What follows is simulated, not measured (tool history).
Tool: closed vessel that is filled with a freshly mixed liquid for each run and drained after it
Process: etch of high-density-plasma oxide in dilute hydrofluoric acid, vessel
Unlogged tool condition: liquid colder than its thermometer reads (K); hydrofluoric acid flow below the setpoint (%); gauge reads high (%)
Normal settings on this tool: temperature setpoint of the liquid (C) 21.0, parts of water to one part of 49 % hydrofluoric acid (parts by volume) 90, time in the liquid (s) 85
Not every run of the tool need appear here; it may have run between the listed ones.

run,day,temperature setpoint of the liquid (C),parts of water to one part of 49 % hydrofluoric acid (parts by volume),time in the liquid (s),wafers since the last listed run,hours since the thermometer was replaced,hours since the hydrofluoric acid flow meter was replaced,hours since the gauge calibration,"read-back film thickness of the high-density-plasma oxide reference wafer, read on the same gauge (nm)",thickness taken off the high-density-plasma oxide on a monitor wafer (nm)
1,0.000,21.0,80,85,0,881.5,1533.8,559.7,39.988,4.967
2,4.617,21.0,80,85,7172,992.3,1644.6,670.5,40.017,5.021
3,5.967,21.0,90,85,2097,1024.7,1677.0,702.9,39.993,4.377
4,7.138,21.0,90,85,1818,1052.8,1705.1,731.0,40.013,4.414
5,8.700,21.0,60,85,2427,1090.3,1742.6,768.5,40.010,6.927
6,11.462,21.0,60,85,4291,1156.6,1808.9,834.8,40.004,6.870
7,13.533,21.0,90,85,3217,1206.3,1858.6,884.5,39.995,4.470
# day 14.175: gauge calibrated
8,15.358,21.0,90,85,2835,1250.1,1902.4,28.4,40.004,4.373
9,16.979,21.0,90,85,2518,1289.0,1941.3,67.3,40.017,4.392
10,18.538,21.0,90,85,2420,1326.4,1978.7,104.7,40.006,4.413
11,21.038,21.0,90,85,3883,1386.4,2038.7,164.7,39.990,4.373
12,22.362,21.0,105,85,2058,1418.2,2070.5,196.5,39.995,3.711
13,23.625,21.0,105,85,1961,1448.5,2100.8,226.8,39.997,3.667
# day 25.679: hydrofluoric acid flow meter replaced
14,28.067,21.0,105,85,6835,1555.1,57.3,333.4,39.983,3.660
15,30.250,21.0,90,85,3391,1607.5,109.7,385.8,39.978,4.382
16,32.492,25.5,90,55,3482,1661.3,163.5,439.6,39.987,3.443
# day 32.771: thermometer replaced
17,34.338,19.0,90,85,2802,37.6,207.8,483.9,39.996,4.219
18,35.467,21.0,75,85,1754,64.7,234.9,511.0,39.984,5.534
19,41.342,21.0,90,105,9127,205.7,375.9,652.0,40.027,5.663
20,42.846,21.0,90,85,2336,241.8,412.0,688.1,39.998,4.524
21,45.100,21.0,90,85,3502,295.9,466.1,742.2,40.018,4.570
# day 46.483: gauge calibrated
22,49.742,21.0,90,85,7211,407.3,577.5,78.2,40.008,4.525
23,51.071,22.5,90,85,2064,439.2,609.4,110.1,40.000,4.804
24,55.975,21.0,105,85,7618,556.9,727.1,227.8,40.022,3.804
25,58.954,17.0,105,55,4628,628.4,798.6,299.3,39.996,2.075
26,60.521,21.0,75,85,2433,666.0,836.2,336.9,40.013,5.545
27,61.617,23.5,110,105,1702,692.3,862.5,363.2,39.989,4.880
28,64.100,21.0,120,115,3858,751.9,922.1,422.8,39.993,4.373
29,65.217,21.0,135,110,1734,778.7,948.9,449.6,40.037,3.655
30,66.421,23.5,45,35,1870,807.6,977.8,478.5,39.984,4.309

Run 31 comes next. What will it give?
31,67.846,22.5,65,70,2213,841.8,1012.0,512.7,?,?

{"run 31": {"read-back film thickness of the high-density-plasma oxide reference wafer, read on the same gauge (nm)": 39.985, "thickness taken off the high-density-plasma oxide on a monitor wafer (nm)": 5.668}}
If the tool had no hidden condition, the same run with the same run-to-run variation would have returned thickness taken off the high-density-plasma oxide on a monitor wafer (nm) 5.827.

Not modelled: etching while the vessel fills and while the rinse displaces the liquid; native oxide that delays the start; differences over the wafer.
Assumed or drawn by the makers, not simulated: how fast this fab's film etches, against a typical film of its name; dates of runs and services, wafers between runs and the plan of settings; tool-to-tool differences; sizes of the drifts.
